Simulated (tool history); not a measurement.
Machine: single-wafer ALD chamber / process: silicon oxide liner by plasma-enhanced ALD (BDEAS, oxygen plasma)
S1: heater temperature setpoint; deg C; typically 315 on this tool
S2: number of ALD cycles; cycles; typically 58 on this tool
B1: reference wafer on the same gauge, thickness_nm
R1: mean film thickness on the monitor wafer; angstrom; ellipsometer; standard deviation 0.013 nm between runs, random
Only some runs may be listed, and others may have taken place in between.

| run | day | S1 | S2 | B1 | R1 |
|---|---|---|---|---|---|
| 1 | 0 | 315 | 58 | 5.703 | 52.04 |
| 2 | 1.329 | 315 | 58 | 5.706 | 51.91 |
|  | 2.783 | gauge calibrated |
| 3 | 4.283 | 315 | 58 | 5.65 | 51.39 |
| 4 | 6.867 | 315 | 58 | 5.662 | 51.54 |
| 5 | 12.917 | 315 | 58 | 5.674 | 51.61 |
| 6 | 15.167 | 315 | 64 | 5.683 | 57.2 |
| 7 | 17.588 | 315 | 64 | 5.693 | 57.06 |
| 8 | 20.188 | 315 | 64 | 5.699 | 57.29 |
| 9 | 25.079 | 323 | 58 | 5.71 | 51.71 |
|  | 25.496 | thermocouple changed; heater temperature recalibrated |
| 10 | 26.975 | 323 | 58 | 5.714 | 51.72 |
| 11 | 28.908 | 328 | 50 | 5.724 | 44.19 |
|  | 28.95 | gauge calibrated |
| 12 | 32.188 | 324 | 65 | 5.631 | 56.65 |

Run 13 is up next; what results do you expect?
| 13 | 34.242 | 305 | 58 | ? | ? |

B1: 5.638
R1: 52.04 angstrom
The same run, on a tool lacking any hidden state, would have yielded R1 52.07 angstrom.

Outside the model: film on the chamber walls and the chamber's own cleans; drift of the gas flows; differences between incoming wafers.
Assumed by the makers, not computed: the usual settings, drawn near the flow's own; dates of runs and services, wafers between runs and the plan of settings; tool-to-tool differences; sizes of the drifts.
